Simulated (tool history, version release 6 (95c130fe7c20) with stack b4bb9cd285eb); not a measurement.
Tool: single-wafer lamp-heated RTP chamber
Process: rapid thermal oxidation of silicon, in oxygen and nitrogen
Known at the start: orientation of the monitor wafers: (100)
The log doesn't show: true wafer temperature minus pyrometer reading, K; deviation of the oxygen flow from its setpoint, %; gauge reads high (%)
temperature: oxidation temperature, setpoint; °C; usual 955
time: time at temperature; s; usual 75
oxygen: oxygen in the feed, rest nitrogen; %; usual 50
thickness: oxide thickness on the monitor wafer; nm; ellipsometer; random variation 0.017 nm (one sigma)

| run | hour | temperature | time | oxygen | wafers since the last listed run | wafers since the last pyrometer calibration | hours since the oxygen flow controller was replaced | hours since the gauge calibration | read-back reference wafer on the same gauge, thickness | thickness |
|---|---|---|---|---|---|---|---|---|---|---|
| 1 | 0.0 | 955 | 75 | 50 | 0 | 2372 | 4433.2 | 248.9 | 3.763 | 3.653 |
| 2 | 11.4 | 955 | 75 | 64 | 128 | 2500 | 4444.6 | 260.3 | 3.759 | 3.939 |
| 3 | 24.9 | 955 | 75 | 64 | 151 | 2652 | 4458.1 | 273.8 | 3.760 | 3.974 |
| 4 | 36.0 | 955 | 75 | 64 | 124 | 2777 | 4469.2 | 284.9 | 3.760 | 3.949 |
| 5 | 51.1 | 955 | 75 | 50 | 169 | 2947 | 4484.3 | 300.0 | 3.761 | 3.663 |
| 6 | 63.2 | 955 | 75 | 50 | 136 | 3083 | 4496.4 | 312.1 | 3.761 | 3.666 |
| 7 | 72.1 | 955 | 75 | 50 | 100 | 3183 | 4505.3 | 321.0 | 3.759 | 3.697 |
| 8 | 84.2 | 955 | 75 | 50 | 136 | 3320 | 4517.4 | 333.1 | 3.760 | 3.672 |
| 9 | 92.5 | 955 | 75 | 50 | 93 | 3413 | 4525.7 | 341.4 | 3.759 | 3.697 |
| 10 | 101.5 | 955 | 75 | 50 | 101 | 3514 | 4534.7 | 350.4 | 3.757 | 3.737 |
| 11 | 118.0 | 944 | 75 | 57 | 185 | 3700 | 4551.2 | 366.9 | 3.762 | 3.587 |
| 12 | 126.6 | 955 | 75 | 50 | 96 | 3797 | 4559.8 | 375.5 | 3.762 | 3.720 |
| 13 | 144.2 | 955 | 75 | 50 | 198 | 3995 | 4577.4 | 393.1 | 3.763 | 3.731 |
|  | 150.5 | gauge calibrated |
| 14 | 154.2 | 949 | 75 | 50 | 112 | 4107 | 4587.4 | 3.7 | 3.757 | 3.592 |
| 15 | 168.5 | 949 | 75 | 50 | 160 | 4268 | 4601.7 | 18.0 | 3.761 | 3.607 |
| 16 | 176.3 | 949 | 75 | 50 | 87 | 4356 | 4609.5 | 25.8 | 3.764 | 3.591 |
| 17 | 210.4 | 979 | 75 | 50 | 383 | 4740 | 4643.6 | 59.9 | 3.763 | 4.493 |
| 18 | 225.5 | 942 | 89 | 26 | 169 | 4909 | 4658.7 | 75.0 | 3.760 | 3.136 |
| 19 | 238.2 | 942 | 89 | 26 | 142 | 5052 | 4671.4 | 87.7 | 3.760 | 3.148 |
| 20 | 245.3 | 955 | 75 | 50 | 79 | 5132 | 4678.5 | 94.8 | 3.762 | 3.848 |
|  | 254.8 | pyrometer window cleaned and pyrometer calibrated |
| 21 | 262.7 | 932 | 104 | 38 | 105 | 88 | 4695.9 | 112.2 | 3.761 | 3.290 |
| 22 | 269.2 | 934 | 84 | 50 | 73 | 161 | 4702.4 | 118.7 | 3.759 | 3.269 |
| 23 | 276.6 | 932 | 51 | 41 | 83 | 244 | 4709.8 | 126.1 | 3.763 | 2.707 |
| 24 | 292.1 | 935 | 48 | 72 | 174 | 419 | 4725.3 | 141.6 | 3.760 | 2.991 |
| 25 | 306.8 | 955 | 42 | 50 | 165 | 584 | 4740.0 | 156.3 | 3.757 | 2.938 |
| 26 | 321.0 | 979 | 75 | 50 | 159 | 744 | 4754.2 | 170.5 | 3.759 | 4.280 |
|  | 332.5 | oxygen flow controller replaced |
| 27 | 333.0 | 955 | 105 | 73 | 45 | 789 | 0.5 | 182.5 | 3.759 | 4.689 |
| 28 | 339.5 | 955 | 75 | 50 | 73 | 862 | 7.0 | 189.0 | 3.756 | 3.658 |
| 29 | 352.4 | 967 | 98 | 50 | 145 | 1007 | 19.9 | 201.9 | 3.757 | 4.365 |
| 30 | 368.0 | 955 | 75 | 50 | 175 | 1183 | 35.5 | 217.5 | 3.759 | 3.646 |
| 31 | 385.4 | 970 | 97 | 50 | 195 | 1379 | 52.9 | 234.9 | 3.763 | 4.493 |
| 32 | 396.4 | 955 | 75 | 50 | 123 | 1502 | 63.9 | 245.9 | 3.761 | 3.631 |
| 33 | 405.4 | 955 | 75 | 20 | 101 | 1604 | 72.9 | 254.9 | 3.759 | 2.905 |
| 34 | 414.8 | 955 | 95 | 50 | 105 | 1709 | 82.3 | 264.3 | 3.760 | 3.974 |
| 35 | 422.1 | 938 | 75 | 50 | 82 | 1792 | 89.6 | 271.6 | 3.758 | 3.293 |

Forecast each of these 4 alternatives for the next run:
| A | 422.6 | 955 | 75 | 50 | 5 | 1797 | 90.1 | 272.1 | ? | ? |
| B | 422.6 | 932 | 51 | 28 | 5 | 1797 | 90.1 | 272.1 | ? | ? |
| C | 422.6 | 932 | 39 | 66 | 5 | 1797 | 90.1 | 272.1 | ? | ? |
| D | 422.6 | 955 | 104 | 50 | 5 | 1797 | 90.1 | 272.1 | ? | ? |

| run | read-back reference wafer on the same gauge, thickness | thickness |
|---|---|---|
| A | 3.759 | 3.642 |
| B | 3.759 | 2.534 |
| C | 3.759 | 2.739 |
| D | 3.759 | 4.147 |
Without the tool's hidden state the same runs would have given:
| run | thickness |
|---|---|
| A | 3.563 |
| B | 2.504 |
| C | 2.695 |
| D | 4.051 |

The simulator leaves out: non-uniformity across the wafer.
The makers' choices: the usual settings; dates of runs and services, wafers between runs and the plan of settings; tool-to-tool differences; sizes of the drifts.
